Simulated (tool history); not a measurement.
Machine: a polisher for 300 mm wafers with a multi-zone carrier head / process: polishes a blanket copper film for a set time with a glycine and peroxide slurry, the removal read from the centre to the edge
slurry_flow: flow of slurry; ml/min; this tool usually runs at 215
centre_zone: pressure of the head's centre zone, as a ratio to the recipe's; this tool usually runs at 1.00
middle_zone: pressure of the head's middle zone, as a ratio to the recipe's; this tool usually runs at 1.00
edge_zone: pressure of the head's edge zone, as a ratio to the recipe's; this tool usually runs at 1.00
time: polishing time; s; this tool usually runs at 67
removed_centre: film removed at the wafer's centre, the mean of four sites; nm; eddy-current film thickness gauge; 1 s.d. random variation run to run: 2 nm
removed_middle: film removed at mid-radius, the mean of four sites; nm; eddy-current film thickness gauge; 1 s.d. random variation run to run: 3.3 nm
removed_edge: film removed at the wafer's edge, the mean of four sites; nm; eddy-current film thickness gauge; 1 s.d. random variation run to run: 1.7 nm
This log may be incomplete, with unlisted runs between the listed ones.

run,hour,slurry_flow,centre_zone,middle_zone,edge_zone,time,wafers since the last listed run,wafers polished on this pad,hours since the slurry nozzle was cleaned,hours since the centre zone pressure was calibrated,hours since the edge zone pressure was calibrated,hours since the carrier head's membrane was replaced,"incoming thickness of the incoming film, nm",removed_centre,removed_middle,removed_edge
1,0.0,215,1.00,1.00,0.91,67,0,283,11.7,352.7,26.2,1420.8,2125.7,233.4,241.2,220.6
2,12.9,215,1.00,1.09,1.00,67,145,428,24.6,365.6,39.1,1433.7,2177.3,231.5,259.9,229.8
3,25.6,215,0.96,1.00,0.93,67,142,571,37.3,378.3,51.8,1446.4,2133.6,222.1,239.3,220.4
4,42.2,285,0.95,1.00,0.92,67,186,758,53.9,394.9,68.4,1463.0,2103.9,227.9,244.1,223.3
# hour 60.3: carrier head's membrane replaced by a new one
5,60.8,215,1.00,1.00,1.00,62,152,910,72.5,413.5,87.0,0.5,2146.8,207.5,215.8,209.4
6,72.9,240,1.00,1.00,1.00,67,136,1046,84.6,425.6,99.1,12.6,2149.8,227.9,236.0,223.0
# hour 80.3: worn pad replaced by a new one
7,81.1,215,1.00,1.00,1.00,67,47,8,92.8,433.8,107.3,20.8,2110.6,235.5,244.8,231.3
8,90.2,145,1.10,1.00,1.00,67,102,111,101.9,442.9,116.4,29.9,2154.8,234.5,218.9,216.5
9,101.5,215,1.00,1.00,1.00,67,127,238,113.2,454.2,127.7,41.2,2135.8,230.8,238.2,230.5
# hour 113.9: centre zone pressure recalibrated
10,117.3,215,1.06,0.91,1.11,80,155,393,129.0,3.4,143.5,57.0,2172.0,292.0,273.0,286.3
11,133.4,215,1.00,1.00,1.00,67,180,574,145.1,19.5,159.6,73.1,2137.8,229.2,234.4,228.2
12,147.9,215,1.00,1.00,1.00,67,162,737,159.6,34.0,174.1,87.6,2131.1,229.9,235.1,228.8
13,163.2,215,1.00,1.00,1.00,44,171,909,174.9,49.3,189.4,102.9,2136.3,149.0,152.3,148.9
14,174.7,215,1.00,1.00,1.00,67,129,1038,186.4,60.8,200.9,114.4,2123.1,229.4,238.9,229.3
15,183.5,215,1.10,1.00,1.00,67,98,1137,195.2,69.6,209.7,123.2,2146.1,246.8,237.7,227.2
# hour 193.5: worn pad replaced by a new one
16,199.6,180,0.97,1.00,1.03,55,136,68,211.3,85.7,225.8,139.3,2099.2,180.2,192.3,185.1

Predict the results of run 17:
17,210.3,215,1.00,1.05,1.12,61,120,188,222.0,96.4,236.5,150.0,2144.8,?,?,?

Run 17 measured removed_centre 213.5 nm, removed_middle 228.9 nm, removed_edge 222.3 nm.
The same run, on a tool lacking any hidden state, would have yielded removed_centre 217.8 nm, removed_middle 233.1 nm, removed_edge 225.4 nm.
